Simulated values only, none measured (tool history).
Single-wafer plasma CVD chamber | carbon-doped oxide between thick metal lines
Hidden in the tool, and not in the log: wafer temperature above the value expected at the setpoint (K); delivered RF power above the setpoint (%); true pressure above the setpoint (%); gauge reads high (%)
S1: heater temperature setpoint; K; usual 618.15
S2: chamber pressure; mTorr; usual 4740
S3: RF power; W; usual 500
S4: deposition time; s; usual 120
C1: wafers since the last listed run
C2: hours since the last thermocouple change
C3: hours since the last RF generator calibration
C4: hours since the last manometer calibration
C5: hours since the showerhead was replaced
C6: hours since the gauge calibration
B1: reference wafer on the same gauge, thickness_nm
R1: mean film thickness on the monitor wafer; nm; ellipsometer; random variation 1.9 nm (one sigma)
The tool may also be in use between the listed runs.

run 1 hour=0.0 | S1=618.15 S2=4740 S3=500 S4=120 | C1=0 C2=1571.8 C3=2208.0 C4=1534.1 C5=5848.9 C6=235.6 | B1=713.807 | R1=609.939
-- hour=11.0 gauge calibrated
run 2 hour=24.7 | S1=618.15 S2=4740 S3=500 S4=120 | C1=270 C2=1596.5 C3=2232.7 C4=1558.8 C5=5873.6 C6=13.7 | B1=714.199 | R1=612.232
run 3 hour=51.8 | S1=618.15 S2=4740 S3=500 S4=120 | C1=296 C2=1623.6 C3=2259.8 C4=1585.9 C5=5900.7 C6=40.8 | B1=713.963 | R1=609.424
run 4 hour=66.7 | S1=618.15 S2=4740 S3=425 S4=120 | C1=163 C2=1638.5 C3=2274.7 C4=1600.8 C5=5915.6 C6=55.7 | B1=713.957 | R1=514.490
run 5 hour=98.4 | S1=618.15 S2=4740 S3=425 S4=120 | C1=347 C2=1670.2 C3=2306.4 C4=1632.5 C5=5947.3 C6=87.4 | B1=714.413 | R1=513.843
-- hour=128.0 thermocouple changed; heater temperature recalibrated
run 6 hour=128.5 | S1=611.15 S2=4740 S3=500 S4=120 | C1=242 C2=0.5 C3=2336.5 C4=1662.6 C5=5977.4 C6=117.5 | B1=714.302 | R1=623.592
run 7 hour=157.9 | S1=611.15 S2=4740 S3=500 S4=120 | C1=322 C2=29.9 C3=2365.9 C4=1692.0 C5=6006.8 C6=146.9 | B1=713.978 | R1=625.632
-- hour=171.2 showerhead replaced
run 8 hour=176.5 | S1=618.15 S2=5060 S3=570 S4=120 | C1=116 C2=48.5 C3=2384.5 C4=1710.6 C5=5.3 C6=165.5 | B1=713.886 | R1=691.003
run 9 hour=203.4 | S1=618.15 S2=4740 S3=500 S4=120 | C1=294 C2=75.4 C3=2411.4 C4=1737.5 C5=32.2 C6=192.4 | B1=713.664 | R1=608.375
run 10 hour=216.1 | S1=618.15 S2=4740 S3=555 S4=120 | C1=139 C2=88.1 C3=2424.1 C4=1750.2 C5=44.9 C6=205.1 | B1=714.345 | R1=665.471
-- hour=234.1 gauge calibrated
run 11 hour=244.4 | S1=618.15 S2=4740 S3=500 S4=120 | C1=310 C2=116.4 C3=2452.4 C4=1778.5 C5=73.2 C6=10.3 | B1=713.613 | R1=607.124
-- hour=267.1 RF generator calibrated
run 12 hour=267.6 | S1=625.15 S2=4740 S3=500 S4=120 | C1=166 C2=139.6 C3=0.5 C4=1801.7 C5=96.4 C6=33.5 | B1=714.084 | R1=650.691
run 13 hour=291.4 | S1=618.15 S2=4740 S3=500 S4=144 | C1=260 C2=163.4 C3=24.3 C4=1825.5 C5=120.2 C6=57.3 | B1=714.216 | R1=791.193
-- hour=303.0 capacitance manometer re-zeroed and calibrated
run 14 hour=315.3 | S1=618.15 S2=4740 S3=500 S4=120 | C1=174 C2=187.3 C3=48.2 C4=12.3 C5=144.1 C6=81.2 | B1=714.090 | R1=663.221
run 15 hour=341.6 | S1=625.15 S2=4390 S3=460 S4=98 | C1=288 C2=213.6 C3=74.5 C4=38.6 C5=170.4 C6=107.5 | B1=714.601 | R1=481.835
run 16 hour=362.5 | S1=608.15 S2=4010 S3=425 S4=120 | C1=228 C2=234.5 C3=95.4 C4=59.5 C5=191.3 C6=128.4 | B1=713.785 | R1=563.984
run 17 hour=384.0 | S1=625.15 S2=3770 S3=500 S4=135 | C1=235 C2=256.0 C3=116.9 C4=81.0 C5=212.8 C6=149.9 | B1=713.084 | R1=698.524
run 18 hour=413.0 | S1=618.15 S2=4740 S3=500 S4=120 | C1=317 C2=285.0 C3=145.9 C4=110.0 C5=241.8 C6=178.9 | B1=714.550 | R1=653.333

3 ways to go on from here, each from the tool as it stands after run 18. What would each give?
run A hour=413.4 | S1=618.15 S2=5380 S3=500 S4=120 | C1=4 C2=285.4 C3=146.3 C4=110.4 C5=242.2 C6=179.3 | B1=? | R1=?
run B hour=413.4 | S1=618.15 S2=5080 S3=575 S4=120 | C1=4 C2=285.4 C3=146.3 C4=110.4 C5=242.2 C6=179.3 | B1=? | R1=?
run C hour=413.4 | S1=618.15 S2=5880 S3=500 S4=120 | C1=4 C2=285.4 C3=146.3 C4=110.4 C5=242.2 C6=179.3 | B1=? | R1=?

run=A B1=714.916 R1=670.196
run=B B1=714.916 R1=744.028
run=C B1=714.916 R1=678.088
Without the tool's hidden state the same runs would have given:
run=A R1=679.709
run=B R1=754.039
run=C R1=687.714

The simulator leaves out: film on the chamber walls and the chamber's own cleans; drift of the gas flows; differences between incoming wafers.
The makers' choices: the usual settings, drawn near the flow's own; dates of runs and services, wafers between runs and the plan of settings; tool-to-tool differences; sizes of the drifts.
